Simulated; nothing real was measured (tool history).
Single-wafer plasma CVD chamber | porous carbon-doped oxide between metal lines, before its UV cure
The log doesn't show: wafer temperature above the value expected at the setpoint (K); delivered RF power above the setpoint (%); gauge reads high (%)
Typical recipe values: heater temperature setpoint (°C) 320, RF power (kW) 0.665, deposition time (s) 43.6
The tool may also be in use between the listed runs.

| run | hour | heater temperature setpoint (°C) | RF power (kW) | deposition time (s) | wafers since the last listed run | hours since the last thermocouple change | hours since the last RF generator calibration | hours since the showerhead was replaced | hours since the gauge calibration | read-back reference wafer on the same gauge, thickness_nm | mean film thickness on the monitor wafer (nm) |
|---|---|---|---|---|---|---|---|---|---|---|---|
| 1 | 0.0 | 320 | 0.665 | 43.6 | 0 | 83.5 | 545.7 | 2920.3 | 1110.9 | 223.214 | 250.284 |
| 2 | 107.9 | 320 | 0.665 | 36.9 | 3100 | 191.4 | 653.6 | 3028.2 | 1218.8 | 223.730 | 213.567 |
| 3 | 173.9 | 320 | 0.665 | 36.9 | 1896 | 257.4 | 719.6 | 3094.2 | 1284.8 | 223.081 | 215.083 |
| 4 | 242.5 | 320 | 0.665 | 36.9 | 1971 | 326.0 | 788.2 | 3162.8 | 1353.4 | 222.322 | 211.523 |
| 5 | 326.0 | 320 | 0.665 | 43.6 | 2399 | 409.5 | 871.7 | 3246.3 | 1436.9 | 222.790 | 251.144 |
| 6 | 366.9 | 320 | 0.665 | 43.6 | 1175 | 450.4 | 912.6 | 3287.2 | 1477.8 | 222.716 | 246.796 |
| 7 | 408.4 | 320 | 0.665 | 43.6 | 1192 | 491.9 | 954.1 | 3328.7 | 1519.3 | 223.152 | 249.943 |
|  | 468.8 | showerhead replaced |
| 8 | 480.8 | 320 | 0.665 | 48.3 | 1850 | 564.3 | 1026.5 | 12.0 | 1591.7 | 223.212 | 274.778 |
| 9 | 579.7 | 320 | 0.665 | 48.3 | 2842 | 663.2 | 1125.4 | 110.9 | 1690.6 | 223.364 | 270.694 |
| 10 | 640.6 | 310 | 0.665 | 43.6 | 1750 | 724.1 | 1186.3 | 171.8 | 1751.5 | 222.511 | 256.930 |
| 11 | 730.5 | 310 | 0.665 | 43.6 | 2583 | 814.0 | 1276.2 | 261.7 | 1841.4 | 223.526 | 259.249 |
| 12 | 797.3 | 310 | 0.665 | 43.6 | 1919 | 880.8 | 1343.0 | 328.5 | 1908.2 | 223.187 | 256.809 |
| 13 | 902.6 | 320 | 0.540 | 43.6 | 3026 | 986.1 | 1448.3 | 433.8 | 2013.5 | 223.043 | 222.187 |
| 14 | 938.9 | 320 | 0.665 | 43.6 | 1043 | 1022.4 | 1484.6 | 470.1 | 2049.8 | 222.858 | 242.347 |
| 15 | 1007.8 | 325 | 0.555 | 35.3 | 1980 | 1091.3 | 1553.5 | 539.0 | 2118.7 | 223.484 | 176.091 |
| 16 | 1064.4 | 330 | 0.585 | 35.2 | 1626 | 1147.9 | 1610.1 | 595.6 | 2175.3 | 223.678 | 176.762 |
|  | 1120.2 | thermocouple changed; heater temperature recalibrated |
| 17 | 1141.8 | 320 | 0.665 | 43.6 | 1994 | 21.6 | 1687.5 | 673.0 | 2252.7 | 222.959 | 242.914 |
| 18 | 1198.9 | 320 | 0.665 | 43.6 | 1640 | 78.7 | 1744.6 | 730.1 | 2309.8 | 222.867 | 244.537 |
| 19 | 1236.4 | 320 | 0.665 | 38.3 | 1077 | 116.2 | 1782.1 | 767.6 | 2347.3 | 223.710 | 215.782 |
|  | 1241.1 | gauge calibrated |
| 20 | 1274.9 | 320 | 0.795 | 43.6 | 1106 | 154.7 | 1820.6 | 806.1 | 33.8 | 223.521 | 265.220 |
| 21 | 1355.2 | 320 | 0.665 | 43.6 | 2307 | 235.0 | 1900.9 | 886.4 | 114.1 | 223.470 | 241.338 |
| 22 | 1423.1 | 320 | 0.665 | 43.6 | 1951 | 302.9 | 1968.8 | 954.3 | 182.0 | 223.185 | 239.809 |
|  | 1485.5 | RF generator calibrated |
| 23 | 1550.3 | 320 | 0.555 | 47.4 | 3425 | 430.1 | 64.8 | 1081.5 | 309.2 | 222.685 | 252.715 |
| 24 | 1602.4 | 331 | 0.665 | 36.2 | 1497 | 482.2 | 116.9 | 1133.6 | 361.3 | 223.616 | 195.931 |
| 25 | 1700.3 | 320 | 0.665 | 43.6 | 2813 | 580.1 | 214.8 | 1231.5 | 459.2 | 223.615 | 248.322 |
| 26 | 1775.2 | 324 | 0.755 | 37.6 | 2152 | 655.0 | 289.7 | 1306.4 | 534.1 | 222.829 | 224.268 |
| 27 | 1847.3 | 307 | 0.785 | 35.6 | 2072 | 727.1 | 361.8 | 1378.5 | 606.2 | 223.335 | 234.650 |
| 28 | 1906.8 | 315 | 0.585 | 38.7 | 1709 | 786.6 | 421.3 | 1438.0 | 665.7 | 223.040 | 214.016 |
| 29 | 1953.8 | 331 | 0.665 | 37.9 | 1350 | 833.6 | 468.3 | 1485.0 | 712.7 | 223.147 | 204.193 |
| 30 | 2006.7 | 312 | 0.750 | 47.6 | 1520 | 886.5 | 521.2 | 1537.9 | 765.6 | 222.989 | 296.811 |
| 31 | 2046.6 | 320 | 0.665 | 43.6 | 1146 | 926.4 | 561.1 | 1577.8 | 805.5 | 223.276 | 245.239 |
| 32 | 2153.3 | 309 | 0.665 | 35.2 | 3066 | 1033.1 | 667.8 | 1684.5 | 912.2 | 223.298 | 211.421 |
| 33 | 2259.0 | 325 | 0.665 | 43.6 | 3037 | 1138.8 | 773.5 | 1790.2 | 1017.9 | 223.826 | 236.644 |

5 ways to go on from here, each from the tool as it stands after run 33. What would each give?
| A | 2259.4 | 320 | 0.665 | 49.4 | 11 | 1139.2 | 773.9 | 1790.6 | 1018.3 | ? | ? |
| B | 2259.4 | 330 | 0.745 | 46.6 | 11 | 1139.2 | 773.9 | 1790.6 | 1018.3 | ? | ? |
| C | 2259.4 | 332 | 0.540 | 40.7 | 11 | 1139.2 | 773.9 | 1790.6 | 1018.3 | ? | ? |
| D | 2259.4 | 320 | 0.705 | 43.6 | 11 | 1139.2 | 773.9 | 1790.6 | 1018.3 | ? | ? |
| E | 2259.4 | 313 | 0.625 | 39.2 | 11 | 1139.2 | 773.9 | 1790.6 | 1018.3 | ? | ? |

| run | read-back reference wafer on the same gauge, thickness_nm | mean film thickness on the monitor wafer (nm) |
|---|---|---|
| A | 223.341 | 276.552 |
| B | 223.341 | 260.878 |
| C | 223.341 | 198.276 |
| D | 223.341 | 250.830 |
| E | 223.341 | 223.089 |
Without the tool's unlogged condition, the same runs would have read:
| run | mean film thickness on the monitor wafer (nm) |
|---|---|
| A | 287.601 |
| B | 270.661 |
| C | 205.714 |
| D | 260.851 |
| E | 232.370 |
